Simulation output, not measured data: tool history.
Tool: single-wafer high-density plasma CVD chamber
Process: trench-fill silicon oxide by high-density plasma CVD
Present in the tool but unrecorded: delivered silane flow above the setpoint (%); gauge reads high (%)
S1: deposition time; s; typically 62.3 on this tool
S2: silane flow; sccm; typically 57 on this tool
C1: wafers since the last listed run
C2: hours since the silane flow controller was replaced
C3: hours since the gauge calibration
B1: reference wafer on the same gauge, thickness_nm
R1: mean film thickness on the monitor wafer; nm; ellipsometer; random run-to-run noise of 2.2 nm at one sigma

run    hour    S1  S2    C1      C2      C3       B1       R1
  1     0.0  62.3  57     0    14.7   865.7  298.432  364.895
  2    39.8  62.3  57   869    54.5   905.5  299.443  363.537
  3    89.8  62.3  57  1092   104.5   955.5  299.144  365.546
  4   129.7  62.3  57   871   144.4   995.4  298.983  368.048
  5   198.3  62.3  57  1498   213.0  1064.0  298.725  367.111
  6   257.0  62.3  50  1282   271.7  1122.7  298.748  330.570
  7   315.0  62.3  50  1266   329.7  1180.7  299.010  329.285
  8   358.4  62.3  50   947   373.1  1224.1  299.069  337.777
  9   426.3  62.3  63  1482   441.0  1292.0  298.727  391.785
 10   473.9  62.3  57  1039   488.6  1339.6  299.039  364.805
 11   517.2  62.3  57   945   531.9  1382.9  299.142  366.701
 12   584.2  62.3  57  1463   598.9  1449.9  298.262  366.439
 13   650.4  62.3  57  1445   665.1  1516.1  299.052  362.792
 14   716.5  62.3  57  1443   731.2  1582.2  299.162  365.114
 15   766.5  62.3  57  1092   781.2  1632.2  298.628  371.408
 16   819.9  62.3  57  1166   834.6  1685.6  299.072  368.263
 17   877.1  62.3  57  1249   891.8  1742.8  298.841  367.870
 18   921.4  62.3  57   967   936.1  1787.1  299.277  368.248
 19   946.6  62.3  57   550   961.3  1812.3  299.049  366.705
      949.6  -- gauge calibrated
 20   990.7  53.0  64   963  1005.4    41.1  298.667  339.228
 21  1046.8  62.3  57  1225  1061.5    97.2  299.506  369.042
 22  1098.3  62.3  57  1124  1113.0   148.7  299.170  364.840
 23  1169.8  62.3  57  1561  1184.5   220.2  298.774  368.854
 24  1204.5  71.7  67   757  1219.2   254.9  299.819  472.751
 25  1265.6  49.9  53  1334  1280.3   316.0  299.410  276.527
 26  1364.6  56.4  61  2162  1379.3   415.0  298.959  350.312
 27  1423.3  62.3  57  1282  1438.0   473.7  298.657  364.423
 28  1485.5  62.3  62  1358  1500.2   535.9  298.651  385.494
 29  1540.5  62.3  57  1201  1555.2   590.9  299.385  365.669
 30  1592.8  52.5  61  1142  1607.5   643.2  298.558  322.481
 31  1644.9  74.2  50  1137  1659.6   695.3  298.551  397.175
 32  1683.2  62.3  57   836  1697.9   733.6  299.007  367.982
 33  1712.8  62.3  64   646  1727.5   763.2  298.920  396.597
 34  1762.3  69.8  60  1081  1777.0   812.7  299.184  424.350
 35  1826.2  71.7  67  1395  1840.9   876.6  298.899  477.033
     1845.1  -- silane flow controller replaced
 36  1876.8  67.4  47   930    31.7   927.2  298.914  346.701
 37  1941.9  62.3  50  1421    96.8   992.3  298.967  333.866
 38  1989.5  55.5  52  1039   144.4  1039.9  299.121  306.082
 39  2035.1  62.3  57   995   190.0  1085.5  298.862  365.355
 40  2076.5  70.9  66   904   231.4  1126.9  299.200  464.232
 41  2147.7  62.3  57  1555   302.6  1198.1  299.462  364.495
 42  2185.2  73.8  46   819   340.1  1235.6  299.189  373.251
 43  2237.9  51.6  51  1150   392.8  1288.3  298.760  283.002
 44  2291.9  66.7  66  1179   446.8  1342.3  298.823  434.548
 45  2452.0  74.0  64  3496   606.9  1502.4  298.704  471.507
 46  2497.1  71.4  66   985   652.0  1547.5  299.066  465.159

Run-by-run hidden state of the tool:
delivered silane flow above the setpoint (%): 0 in every run
gauge reads high (%): 0 in every run

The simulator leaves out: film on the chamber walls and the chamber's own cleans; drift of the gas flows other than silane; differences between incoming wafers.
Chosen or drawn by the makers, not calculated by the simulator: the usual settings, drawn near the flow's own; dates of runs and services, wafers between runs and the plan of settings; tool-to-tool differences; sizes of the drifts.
